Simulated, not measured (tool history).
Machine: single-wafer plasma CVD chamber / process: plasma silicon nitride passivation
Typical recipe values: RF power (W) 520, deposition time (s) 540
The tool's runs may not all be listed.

run	hour	RF power (W)	deposition time (s)	wafers since the last listed run	hours since the last RF generator calibration	hours since the showerhead was replaced	hours since the gauge calibration	read-back reference wafer on the same gauge, thickness_nm	mean film thickness on the monitor wafer (angstrom)
1	0.0	520	540	0	1270.8	6233.7	150.0	833.304	8362.42
2	11.4	445	461	55	1282.2	6245.1	161.4	832.829	6908.45
3	21.0	445	461	46	1291.8	6254.7	171.0	833.661	6933.46
4	35.2	445	461	69	1306.0	6268.9	185.2	830.226	6916.73
5	44.9	520	540	47	1315.7	6278.6	194.9	830.955	8390.37
6	57.5	520	540	61	1328.3	6291.2	207.5	831.715	8324.40
7	70.1	520	540	61	1340.9	6303.8	220.1	833.330	8406.10
8	83.9	520	565	67	1354.7	6317.6	233.9	833.901	8777.19
9	91.0	520	540	34	1361.8	6324.7	241.0	833.371	8453.26
# hour 107.1: showerhead replaced
10	107.6	600	573	42	1378.4	0.5	257.6	834.141	9183.58
11	113.7	600	573	29	1384.5	6.6	263.7	832.279	9192.21
12	121.6	520	588	38	1392.4	14.5	271.6	830.840	9094.90
13	127.7	520	588	29	1398.5	20.6	277.7	831.927	9189.45
14	137.0	465	500	45	1407.8	29.9	287.0	833.853	7682.97
15	149.5	520	540	61	1420.3	42.4	299.5	834.950	8416.40
16	156.2	520	632	32	1427.0	49.1	306.2	832.275	9721.75
17	174.1	520	610	87	1444.9	67.0	324.1	831.832	9456.39
# hour 188.4: RF generator calibrated
18	190.7	465	499	42	2.3	83.6	340.7	833.812	7610.70
19	207.2	520	540	80	18.8	100.1	357.2	832.514	8404.81
20	220.5	520	540	65	32.1	113.4	370.5	834.516	8427.98
# hour 227.6: gauge calibrated
21	228.8	520	540	40	40.4	121.7	1.2	833.689	8409.34
22	245.0	600	540	79	56.6	137.9	17.4	832.414	8557.55
23	261.1	480	580	78	72.7	154.0	33.5	833.455	8932.87
24	273.9	520	540	62	85.5	166.8	46.3	833.818	8430.25
25	290.6	445	461	81	102.2	183.5	63.0	831.838	6954.07
26	302.6	455	636	58	114.2	195.5	75.0	834.270	9647.25
27	353.4	520	499	248	165.0	246.3	125.8	834.510	7764.85

Below are 5 alternative next runs, each starting from the tool's condition after run 27. Predict each:
A	353.9	565	540	2	165.5	246.8	126.3	?	?
B	353.9	590	440	2	165.5	246.8	126.3	?	?
C	353.9	450	472	2	165.5	246.8	126.3	?	?
D	353.9	470	488	2	165.5	246.8	126.3	?	?
E	353.9	520	635	2	165.5	246.8	126.3	?	?

run	read-back reference wafer on the same gauge, thickness_nm	mean film thickness on the monitor wafer (angstrom)
A	835.587	8596.93
B	835.587	7062.33
C	835.587	7214.56
D	835.587	7515.19
E	835.587	9956.05
With no hidden state in the tool, these same runs would have given:
run	mean film thickness on the monitor wafer (angstrom)
A	8596.93
B	7062.33
C	7214.56
D	7515.19
E	9956.05
